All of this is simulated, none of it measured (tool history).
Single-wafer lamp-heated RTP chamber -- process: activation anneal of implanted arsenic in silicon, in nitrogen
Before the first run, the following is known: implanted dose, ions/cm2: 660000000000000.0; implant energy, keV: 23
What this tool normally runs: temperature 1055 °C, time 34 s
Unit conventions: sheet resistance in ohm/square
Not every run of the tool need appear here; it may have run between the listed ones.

run,hour,temperature,time,"read-back reference wafer on the same gauge, sheet resistance",sheet resistance
1,0.0,1055,34,143.98,156.62
2,89.5,1055,34,143.95,156.01
3,194.2,1055,34,144.00,155.64
4,290.6,1055,34,143.93,154.07
# hour 424.5: pyrometer window cleaned and pyrometer calibrated
5,463.2,1063,30,144.06,155.01
6,562.2,1063,30,143.96,154.69
# hour 608.6: reflector plate cleaned
7,646.2,1055,27,144.03,158.58
8,734.9,1055,27,143.95,157.83
9,783.2,1055,27,143.92,157.63
10,883.9,1055,34,144.01,154.36
# hour 965.4: pyrometer window cleaned and pyrometer calibrated
11,991.7,1055,34,144.11,156.32
12,1055.4,1065,34,144.06,153.65
13,1097.3,1065,34,144.06,154.02
14,1159.1,1065,34,144.02,153.12
15,1205.1,1042,20,144.03,162.25
# hour 1212.7: gauge calibrated
# hour 1297.9: reflector plate cleaned
16,1298.4,1042,49,143.85,155.03
17,1388.9,1071,24,144.06,155.39
# hour 1574.3: pyrometer window cleaned and pyrometer calibrated
18,1659.4,1040,27,143.97,159.93
19,1734.1,1055,43,144.04,152.74
20,1810.7,1055,34,144.02,155.17
21,1896.9,1033,49,143.93,155.88
22,1982.1,1027,20,144.13,163.43
23,2064.2,1074,15,143.98,156.52
# hour 2085.7: reflector plate cleaned
# hour 2095.3: pyrometer window cleaned and pyrometer calibrated
24,2154.5,1079,34,144.03,152.68
25,2208.3,1030,20,144.03,164.15
26,2295.7,1065,34,144.03,154.10
27,2513.7,1081,47,144.04,146.28
28,2588.2,1055,34,144.04,153.89
# hour 2687.3: reflector plate cleaned
29,2694.4,1085,51,144.13,144.76
# hour 2730.0: pyrometer window cleaned and pyrometer calibrated
# hour 2762.7: gauge calibrated
30,2780.0,1035,19,143.93,164.41

Each run again, without the hidden state but with its own random variation kept:
What the log doesn't record here: true wafer temperature minus pyrometer reading, K; wafer temperature error from the tarnished reflector plate, K; gauge reads high (%).
run,sheet resistance
1,157.06
2,156.90
3,157.19
4,156.34
5,156.31
6,156.31
7,159.15
8,158.86
9,158.95
10,156.46
11,157.32
12,154.85
13,155.37
14,154.73
15,163.84
16,156.09
17,157.03
18,161.05
19,154.27
20,157.02
21,158.21
22,165.89
23,159.79
24,153.10
25,164.63
26,155.04
27,148.68
28,156.72
29,147.59
30,164.76
